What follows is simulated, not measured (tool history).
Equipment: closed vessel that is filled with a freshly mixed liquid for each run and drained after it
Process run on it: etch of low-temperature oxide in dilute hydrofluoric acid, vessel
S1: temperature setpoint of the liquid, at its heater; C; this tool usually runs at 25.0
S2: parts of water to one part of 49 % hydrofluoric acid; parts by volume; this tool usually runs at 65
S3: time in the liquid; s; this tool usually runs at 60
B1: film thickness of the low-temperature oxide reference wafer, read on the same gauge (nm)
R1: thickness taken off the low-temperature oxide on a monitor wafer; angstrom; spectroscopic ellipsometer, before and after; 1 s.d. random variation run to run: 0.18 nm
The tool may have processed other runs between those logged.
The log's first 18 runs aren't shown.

| run | hour | S1 | S2 | S3 | B1 | R1 |
|---|---|---|---|---|---|---|
| 19 | 929.6 | 25.0 | 65 | 60 | 106.40 | 350.0 |
|  | 968.5 | thermometer replaced |
| 20 | 1001.1 | 25.0 | 65 | 60 | 106.23 | 348.4 |
| 21 | 1030.3 | 27.0 | 65 | 60 | 106.15 | 374.3 |
| 22 | 1055.1 | 23.0 | 45 | 85 | 106.12 | 671.7 |
| 23 | 1081.7 | 25.0 | 75 | 60 | 106.04 | 298.8 |
|  | 1101.5 | gauge calibrated |
| 24 | 1192.1 | 25.0 | 95 | 35 | 110.24 | 139.4 |
| 25 | 1222.7 | 26.5 | 65 | 50 | 110.17 | 321.6 |
|  | 1230.7 | hydrofluoric acid flow meter replaced |
| 26 | 1284.2 | 23.0 | 55 | 60 | 110.03 | 399.9 |
| 27 | 1321.8 | 20.0 | 65 | 60 | 109.94 | 292.4 |
| 28 | 1362.5 | 25.0 | 65 | 85 | 109.87 | 510.0 |
| 29 | 1423.8 | 27.5 | 65 | 35 | 109.72 | 230.7 |
| 30 | 1474.0 | 20.5 | 55 | 90 | 109.63 | 538.4 |
| 31 | 1527.5 | 27.0 | 65 | 30 | 109.42 | 193.2 |

The next listed run, before its measurement:
| 32 | 1591.3 | 25.0 | 65 | 50 | ? | ? |

For run 32 the tool returned B1 109.33, R1 297.5 angstrom.
Take away the tool's hidden state, keep the run-to-run variation as it was, and the same run would have given R1 299.3 angstrom.
